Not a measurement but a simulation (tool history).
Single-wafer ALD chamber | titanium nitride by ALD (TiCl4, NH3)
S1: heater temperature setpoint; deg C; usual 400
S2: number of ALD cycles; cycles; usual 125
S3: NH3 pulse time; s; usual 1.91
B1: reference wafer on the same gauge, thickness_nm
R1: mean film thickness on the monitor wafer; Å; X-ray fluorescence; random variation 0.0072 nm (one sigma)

| run | hour | S1 | S2 | S3 | B1 | R1 |
|---|---|---|---|---|---|---|
| 1 | 0.0 | 400 | 119 | 1.91 | 3.274 | 27.55 |
| 2 | 62.6 | 400 | 145 | 1.91 | 3.276 | 33.49 |
| 3 | 113.1 | 400 | 145 | 1.91 | 3.272 | 33.45 |
| 4 | 163.8 | 400 | 145 | 1.91 | 3.266 | 33.50 |
| 5 | 201.9 | 400 | 125 | 1.91 | 3.265 | 28.76 |
| 6 | 268.2 | 400 | 145 | 2.06 | 3.257 | 33.46 |
| 7 | 337.6 | 400 | 145 | 2.06 | 3.253 | 33.42 |
| 8 | 390.2 | 400 | 125 | 1.91 | 3.247 | 28.67 |
| 9 | 462.2 | 400 | 130 | 1.91 | 3.235 | 29.71 |
|  | 482.4 | gauge calibrated |
| 10 | 531.2 | 404 | 125 | 1.57 | 3.269 | 28.52 |
| 11 | 592.7 | 400 | 125 | 1.91 | 3.263 | 28.76 |
|  | 618.7 | thermocouple changed; heater temperature recalibrated |
| 12 | 635.6 | 413 | 114 | 2.27 | 3.261 | 26.68 |
| 13 | 702.2 | 392 | 142 | 2.38 | 3.263 | 32.91 |
|  | 861.4 | showerhead replaced |
| 14 | 902.6 | 388 | 133 | 2.50 | 3.248 | 30.69 |
| 15 | 974.2 | 412 | 112 | 2.11 | 3.245 | 25.92 |
| 16 | 1000.1 | 396 | 148 | 1.44 | 3.238 | 32.92 |
| 17 | 1029.2 | 400 | 100 | 2.56 | 3.236 | 23.27 |
| 18 | 1071.8 | 408 | 104 | 1.71 | 3.230 | 23.64 |
|  | 1081.1 | gauge calibrated |
| 19 | 1111.7 | 412 | 112 | 2.20 | 3.270 | 26.19 |
| 20 | 1179.2 | 400 | 125 | 1.91 | 3.270 | 28.82 |

The same runs without the tool's hidden state, with the same run-to-run variation:
The hidden state here: wafer temperature above the value expected at the setpoint (K); gauge reads high (%).
| run | R1 |
|---|---|
| 1 | 27.49 |
| 2 | 33.44 |
| 3 | 33.44 |
| 4 | 33.53 |
| 5 | 28.81 |
| 6 | 33.57 |
| 7 | 33.61 |
| 8 | 28.88 |
| 9 | 30.02 |
| 10 | 28.56 |
| 11 | 28.81 |
| 12 | 26.73 |
| 13 | 32.99 |
| 14 | 30.89 |
| 15 | 26.14 |
| 16 | 33.23 |
| 17 | 23.51 |
| 18 | 23.92 |
| 19 | 26.18 |
| 20 | 28.82 |
